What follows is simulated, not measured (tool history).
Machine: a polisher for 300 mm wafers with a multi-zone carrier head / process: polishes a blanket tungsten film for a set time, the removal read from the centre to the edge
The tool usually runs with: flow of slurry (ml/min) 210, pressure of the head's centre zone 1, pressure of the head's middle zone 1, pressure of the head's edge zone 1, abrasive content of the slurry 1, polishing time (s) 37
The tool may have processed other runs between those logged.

run	hour	flow of slurry (ml/min)	pressure of the head's centre zone	pressure of the head's middle zone	pressure of the head's edge zone	abrasive content of the slurry	polishing time (s)	incoming thickness of the incoming film, nm	film removed at the wafer's centre (angstrom)	film removed at mid-radius (angstrom)	film removed at the wafer's edge (angstrom)
1	0	210	1	1	1	1	37	782.3	2939	2948	2954
2	9.1	210	1	1	1	1	37	777.6	2897	2922	2882
# hour 21.8: worn pad replaced by a new one
3	22.3	210	1	1	1	1	37	780.2	3257	3343	3260
4	36	210	0.97	1	1	1	37	785.9	3124	3349	3276
5	46.2	210	0.97	1	1	1	37	789.8	3088	3218	3230
6	61.8	210	1	1.06	1	1	37	779.8	3214	3367	3197
# hour 89.4: edge zone pressure recalibrated
# hour 110: carrier head's membrane replaced by a new one
7	112.4	210	1	1	1	1	37	789.6	3022	3109	3102
8	127	210	1	1	1	1	37	786.8	3030	3093	3045
9	143.8	210	1	1	1	1	37	773.3	2997	3022	3016
# hour 145.6: slurry nozzle cleaned
# hour 160: worn pad replaced by a new one
10	160.5	210	1	1	1	1	37	791.2	3253	3318	3317
11	169.8	175	1.09	1	1	1	37	784.7	3421	3154	3194
12	176.6	210	1	1	1	1	37	770.2	3202	3285	3199
13	190.8	255	1	1	1	1	48	766.7	4264	4242	4261
# hour 202.9: centre zone pressure recalibrated
14	207.6	210	1.06	0.92	1	1.1	37	796	3390	3063	3262
15	238.1	190	0.94	1	1	1	37	776.4	2859	3029	3053
16	252.8	210	1	1.03	1	1	37	772.3	3119	3188	3077

What will run 17 give?
17	260.9	250	1	0.94	1.04	1.3	37	766.9	?	?	?

Run 17 measured film removed at the wafer's centre (angstrom) 3271, film removed at mid-radius (angstrom) 3159, film removed at the wafer's edge (angstrom) 3269.
Without the tool's hidden state the same run would have given film removed at the wafer's centre (angstrom) 3522, film removed at mid-radius (angstrom) 3402, film removed at the wafer's edge (angstrom) 3520.

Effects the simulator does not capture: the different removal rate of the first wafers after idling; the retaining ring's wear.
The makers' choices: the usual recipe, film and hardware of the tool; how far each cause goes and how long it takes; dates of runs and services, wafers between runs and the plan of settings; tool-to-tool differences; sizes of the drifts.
